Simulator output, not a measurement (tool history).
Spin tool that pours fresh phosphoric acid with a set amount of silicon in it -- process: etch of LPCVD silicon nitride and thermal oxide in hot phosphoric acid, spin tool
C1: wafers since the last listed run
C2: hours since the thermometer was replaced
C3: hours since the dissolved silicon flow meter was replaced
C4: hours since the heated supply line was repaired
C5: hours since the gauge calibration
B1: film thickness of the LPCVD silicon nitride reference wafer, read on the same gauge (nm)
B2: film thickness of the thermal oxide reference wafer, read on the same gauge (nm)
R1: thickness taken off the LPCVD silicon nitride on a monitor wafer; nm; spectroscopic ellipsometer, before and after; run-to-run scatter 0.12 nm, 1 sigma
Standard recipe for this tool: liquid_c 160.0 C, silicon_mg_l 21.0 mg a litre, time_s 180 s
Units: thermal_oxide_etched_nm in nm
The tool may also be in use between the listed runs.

run 1 hour=0.0 | liquid_c=160.0 silicon_mg_l=21.0 time_s=140 | C1=0 C2=2533.1 C3=723.0 C4=737.9 C5=127.4 | B1=70.03 B2=140.008 | R1=12.34 thermal_oxide_etched_nm=0.182
run 2 hour=7.1 | liquid_c=160.0 silicon_mg_l=21.0 time_s=140 | C1=32 C2=2540.2 C3=730.1 C4=745.0 C5=134.5 | B1=70.02 B2=139.973 | R1=12.20 thermal_oxide_etched_nm=0.196
run 3 hour=15.5 | liquid_c=160.0 silicon_mg_l=21.0 time_s=140 | C1=38 C2=2548.6 C3=738.5 C4=753.4 C5=142.9 | B1=70.01 B2=139.976 | R1=12.26 thermal_oxide_etched_nm=0.191
-- hour=16.9 gauge calibrated
run 4 hour=35.6 | liquid_c=160.0 silicon_mg_l=21.0 time_s=180 | C1=93 C2=2568.7 C3=758.6 C4=773.5 C5=18.7 | B1=70.00 B2=140.015 | R1=15.69 thermal_oxide_etched_nm=0.256
run 5 hour=48.2 | liquid_c=160.0 silicon_mg_l=21.0 time_s=180 | C1=58 C2=2581.3 C3=771.2 C4=786.1 C5=31.3 | B1=70.01 B2=139.966 | R1=15.58 thermal_oxide_etched_nm=0.235
run 6 hour=64.7 | liquid_c=160.0 silicon_mg_l=21.0 time_s=180 | C1=76 C2=2597.8 C3=787.7 C4=802.6 C5=47.8 | B1=69.98 B2=140.018 | R1=15.76 thermal_oxide_etched_nm=0.220
run 7 hour=81.2 | liquid_c=160.0 silicon_mg_l=21.0 time_s=180 | C1=76 C2=2614.3 C3=804.2 C4=819.1 C5=64.3 | B1=69.99 B2=140.023 | R1=15.48 thermal_oxide_etched_nm=0.207
-- hour=108.2 heated supply line repaired
-- hour=116.1 thermometer replaced
run 8 hour=124.5 | liquid_c=157.5 silicon_mg_l=13.0 time_s=180 | C1=191 C2=8.4 C3=847.5 C4=16.3 C5=107.6 | B1=69.99 B2=139.981 | R1=15.84 thermal_oxide_etched_nm=0.279
run 9 hour=135.6 | liquid_c=157.5 silicon_mg_l=13.0 time_s=180 | C1=51 C2=19.5 C3=858.6 C4=27.4 C5=118.7 | B1=69.95 B2=140.024 | R1=15.86 thermal_oxide_etched_nm=0.291
run 10 hour=144.8 | liquid_c=159.0 silicon_mg_l=13.0 time_s=105 | C1=42 C2=28.7 C3=867.8 C4=36.6 C5=127.9 | B1=70.05 B2=140.046 | R1=9.78 thermal_oxide_etched_nm=0.183
-- hour=146.3 gauge calibrated
run 11 hour=172.5 | liquid_c=162.5 silicon_mg_l=7.0 time_s=210 | C1=128 C2=56.4 C3=895.5 C4=64.3 C5=26.2 | B1=70.01 B2=140.002 | R1=22.05 thermal_oxide_etched_nm=0.672
-- hour=178.4 dissolved silicon flow meter replaced
run 12 hour=185.1 | liquid_c=157.5 silicon_mg_l=10.0 time_s=95 | C1=53 C2=69.0 C3=6.7 C4=76.9 C5=38.8 | B1=70.01 B2=140.001 | R1=8.34 thermal_oxide_etched_nm=0.175
run 13 hour=192.6 | liquid_c=162.5 silicon_mg_l=21.0 time_s=85 | C1=34 C2=76.5 C3=14.2 C4=84.4 C5=46.3 | B1=69.99 B2=140.036 | R1=8.84 thermal_oxide_etched_nm=0.189
run 14 hour=207.9 | liquid_c=162.5 silicon_mg_l=27.5 time_s=290 | C1=70 C2=91.8 C3=29.5 C4=99.7 C5=61.6 | B1=69.97 B2=140.009 | R1=30.15 thermal_oxide_etched_nm=0.424
run 15 hour=222.9 | liquid_c=161.0 silicon_mg_l=21.0 time_s=180 | C1=69 C2=106.8 C3=44.5 C4=114.7 C5=76.6 | B1=69.98 B2=140.025 | R1=17.72 thermal_oxide_etched_nm=0.309
run 16 hour=230.5 | liquid_c=157.5 silicon_mg_l=13.0 time_s=180 | C1=35 C2=114.4 C3=52.1 C4=122.3 C5=84.2 | B1=70.02 B2=140.042 | R1=15.86 thermal_oxide_etched_nm=0.325
run 17 hour=242.2 | liquid_c=158.5 silicon_mg_l=21.0 time_s=180 | C1=54 C2=126.1 C3=63.8 C4=134.0 C5=95.9 | B1=70.03 B2=140.035 | R1=16.25 thermal_oxide_etched_nm=0.249
run 18 hour=250.1 | liquid_c=160.0 silicon_mg_l=21.0 time_s=245 | C1=36 C2=134.0 C3=71.7 C4=141.9 C5=103.8 | B1=70.01 B2=139.976 | R1=23.21 thermal_oxide_etched_nm=0.433

Each row is a separate what-if for the run after 18, all from the same tool condition, not one after another. Results?
run A hour=250.6 | liquid_c=160.0 silicon_mg_l=21.0 time_s=135 | C1=2 C2=134.5 C3=72.2 C4=142.4 C5=104.3 | B1=? B2=? | R1=? thermal_oxide_etched_nm=?
run B hour=250.6 | liquid_c=161.5 silicon_mg_l=5.0 time_s=125 | C1=2 C2=134.5 C3=72.2 C4=142.4 C5=104.3 | B1=? B2=? | R1=? thermal_oxide_etched_nm=?
run C hour=250.6 | liquid_c=160.0 silicon_mg_l=21.0 time_s=115 | C1=2 C2=134.5 C3=72.2 C4=142.4 C5=104.3 | B1=? B2=? | R1=? thermal_oxide_etched_nm=?
run D hour=250.6 | liquid_c=161.0 silicon_mg_l=25.5 time_s=95 | C1=2 C2=134.5 C3=72.2 C4=142.4 C5=104.3 | B1=? B2=? | R1=? thermal_oxide_etched_nm=?

run=A B1=70.01 B2=139.992 R1=12.86 thermal_oxide_etched_nm=0.223
run=B B1=70.01 B2=139.992 R1=12.52 thermal_oxide_etched_nm=0.339
run=C B1=70.01 B2=139.992 R1=10.96 thermal_oxide_etched_nm=0.190
run=D B1=70.01 B2=139.992 R1=9.36 thermal_oxide_etched_nm=0.146
The same runs, with their run-to-run variation unchanged, on a tool lacking any hidden condition would have given:
run=A R1=13.13 thermal_oxide_etched_nm=0.233
run=B R1=12.79 thermal_oxide_etched_nm=0.354
run=C R1=11.19 thermal_oxide_etched_nm=0.198
run=D R1=9.56 thermal_oxide_etched_nm=0.153

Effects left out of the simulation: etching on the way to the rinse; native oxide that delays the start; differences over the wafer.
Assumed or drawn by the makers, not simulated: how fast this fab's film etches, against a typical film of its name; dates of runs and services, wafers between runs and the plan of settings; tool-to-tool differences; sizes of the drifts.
